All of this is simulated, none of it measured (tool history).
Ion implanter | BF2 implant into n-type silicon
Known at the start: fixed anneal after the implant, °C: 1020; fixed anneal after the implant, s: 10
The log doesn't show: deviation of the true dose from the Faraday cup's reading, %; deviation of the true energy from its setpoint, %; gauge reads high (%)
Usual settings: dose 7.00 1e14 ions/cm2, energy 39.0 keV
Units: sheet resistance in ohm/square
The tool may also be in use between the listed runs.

run     day  dose  energy  wafers since the last listed run  hours since the last dose calibration  hours since the extraction supply was calibrated  hours since the gauge calibration  read-back reference wafer on the same gauge, sheet resistance  sheet resistance
  1   0.000  7.00    39.0                                 0                                  845.5                                            5067.7                               75.9                                                         205.99            174.80
  2   1.121  7.00    39.0                               431                                  872.4                                            5094.6                              102.8                                                         206.00            175.13
  3   2.317  7.00    39.0                               460                                  901.1                                            5123.3                              131.5                                                         205.97            175.17
  4   3.254  7.00    39.0                               361                                  923.6                                            5145.8                              154.0                                                         205.97            175.39
  5   4.671  8.08    30.5                               545                                  957.6                                            5179.8                              188.0                                                         205.94            170.88
  6   6.079  8.08    30.5                               542                                  991.4                                            5213.6                              221.8                                                         206.00            170.68
  7   6.992  8.08    30.5                               351                                 1013.3                                            5235.5                              243.7                                                         205.98            170.67
  8   7.646  7.00    39.0                               252                                 1029.0                                            5251.2                              259.4                                                         206.01            174.60
  9   9.058  7.00    39.0                               544                                 1062.9                                            5285.1                              293.3                                                         205.99            174.68
 10   9.883  7.00    39.0                               317                                 1082.7                                            5304.9                              313.1                                                         206.05            174.66
 11  10.533  7.00    39.0                               250                                 1098.3                                            5320.5                              328.7                                                         206.04            174.37
 12  11.279  7.00    39.0                               287                                 1116.2                                            5338.4                              346.6                                                         206.02            174.48
     12.212  -- extraction supply calibrated
 13  14.575  7.00    39.0                              1141                                 1195.3                                              56.7                              425.7                                                         205.95            174.35
 14  16.021  5.30    45.0                               557                                 1230.0                                              91.4                              460.4                                                         206.02            212.65
 15  16.746  8.28    27.0                               279                                 1247.4                                             108.8                              477.8                                                         205.96            174.99
     17.767  -- Faraday cup replaced and dose calibrated
 16  17.983  7.00    39.0                               348                                    5.2                                             138.5                              507.5                                                         206.05            177.06
 17  18.804  6.35    28.0                               316                                   24.9                                             158.2                              527.2                                                         205.96            204.75
 18  20.421  7.00    43.5                               623                                   63.7                                             197.0                              566.0                                                         206.00            173.69
 19  21.475  8.69    46.5                               406                                   89.0                                             222.3                              591.3                                                         205.96            145.97
 20  25.150  7.00    39.0                              1416                                  177.2                                             310.5                              679.5                                                         205.98            176.10
     25.467  -- gauge calibrated
 21  26.421  8.45    39.0                               489                                  207.7                                             341.0                               22.9                                                         205.99            154.69
 22  27.504  8.95    47.0                               417                                  233.7                                             367.0                               48.9                                                         205.99            142.06
 23  28.717  7.00    50.0                               467                                  262.8                                             396.1                               78.0                                                         205.99            169.39
 24  29.446  7.00    39.0                               281                                  280.3                                             413.6                               95.5                                                         205.96            176.19
 25  29.983  5.74    33.5                               207                                  293.2                                             426.5                              108.4                                                         206.03            210.74
 26  30.683  5.52    46.0                               269                                  310.0                                             443.3                              125.2                                                         206.01            207.73
 27  31.929  7.00    39.0                               480                                  339.9                                             473.2                              155.1                                                         206.00            176.59

The tool's hidden state at each run:
deviation of the true energy from its setpoint, %: 0 in every run
gauge reads high (%): 0 in every run
H1: deviation of the true dose from the Faraday cup's reading, %
run     H1
  1    1.6
  2   1.67
  3   1.75
  4   1.81
  5    1.9
  6      2
  7   2.06
  8    2.1
  9   2.19
 10   2.24
 11   2.29
 12   2.34
 13   2.55
 14   2.65
 15   2.69
 16  0.266
 17   0.32
 18  0.426
 19  0.495
 20  0.735
 21  0.818
 22  0.889
 23  0.969
 24   1.02
 25   1.05
 26    1.1
 27   1.18

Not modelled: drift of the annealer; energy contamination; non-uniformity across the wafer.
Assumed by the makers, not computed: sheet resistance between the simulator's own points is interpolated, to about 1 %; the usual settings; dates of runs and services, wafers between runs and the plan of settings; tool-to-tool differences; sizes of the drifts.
